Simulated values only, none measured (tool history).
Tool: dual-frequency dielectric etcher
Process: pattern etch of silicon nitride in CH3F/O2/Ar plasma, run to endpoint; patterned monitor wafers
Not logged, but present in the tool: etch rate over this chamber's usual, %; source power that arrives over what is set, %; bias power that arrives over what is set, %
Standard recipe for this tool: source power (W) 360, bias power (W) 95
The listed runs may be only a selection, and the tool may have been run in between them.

run	hour	source power (W)	bias power (W)	wafers since the last listed run	hours since the last wet clean	hours since the last source power generator calibration	hours since the last bias power generator calibration	hours since the last upper electrode change	incoming incoming film thickness, nm	endpoint time (s)
1	0.0	310	108	0	36.7	3736.7	3944.3	5394.0	36.02	54.6
2	35.0	360	101	327	71.7	3771.7	3979.3	5429.0	35.44	50.8
3	66.3	360	101	293	103.0	3803.0	4010.6	5460.3	35.92	51.3
4	99.6	360	101	311	136.3	3836.3	4043.9	5493.6	36.03	51.3
5	120.4	360	95	194	157.1	3857.1	4064.7	5514.4	35.97	52.5
6	144.5	330	95	225	181.2	3881.2	4088.8	5538.5	35.88	54.5
7	176.4	320	95	298	213.1	3913.1	4120.7	5570.4	35.79	54.9
8	199.6	360	95	217	236.3	3936.3	4143.9	5593.6	35.70	51.7
# hour 218.2: source power generator calibrated
# hour 242.9: upper electrode replaced
9	243.4	360	95	148	280.1	25.2	4187.7	0.5	35.83	51.6
10	264.7	360	95	199	301.4	46.5	4209.0	21.8	35.90	51.3
# hour 305.2: wet clean of the chamber
11	305.7	360	95	159	0.5	87.5	4250.0	62.8	35.68	53.7
12	325.1	360	95	181	19.9	106.9	4269.4	82.2	36.40	54.8
13	343.0	380	117	167	37.8	124.8	4287.3	100.1	35.74	47.7
# hour 360.0: bias power generator calibrated
14	376.2	360	95	273	71.0	158.0	16.2	133.3	36.23	53.9
15	397.5	410	111	199	92.3	179.3	37.5	154.6	35.96	47.0
16	428.5	360	95	290	123.3	210.3	68.5	185.6	35.85	53.1
17	443.0	290	116	135	137.8	224.8	83.0	200.1	35.62	54.2
18	478.6	360	109	333	173.4	260.4	118.6	235.7	35.90	50.2
19	499.5	410	89	195	194.3	281.3	139.5	256.6	36.14	51.0
20	535.0	440	84	332	229.8	316.8	175.0	292.1	35.93	49.6
21	559.8	410	74	232	254.6	341.6	199.8	316.9	36.11	54.7
22	592.8	360	95	309	287.6	374.6	232.8	349.9	36.14	52.4
23	626.2	360	95	312	321.0	408.0	266.2	383.3	35.77	51.7
24	644.7	360	95	173	339.5	426.5	284.7	401.8	35.85	52.0

Forecast each of these 4 alternatives for the next run:
A	645.1	360	77	3	339.9	426.9	285.1	402.2	35.88	?
B	645.1	430	73	3	339.9	426.9	285.1	402.2	35.88	?
C	645.1	360	84	3	339.9	426.9	285.1	402.2	35.88	?
D	645.1	420	78	3	339.9	426.9	285.1	402.2	35.88	?

run	endpoint time (s)
A	56.5
B	52.8
C	54.5
D	52.0
Had the tool no hidden state, the same runs would have come out as:
run	endpoint time (s)
A	58.3
B	54.4
C	56.2
D	53.6
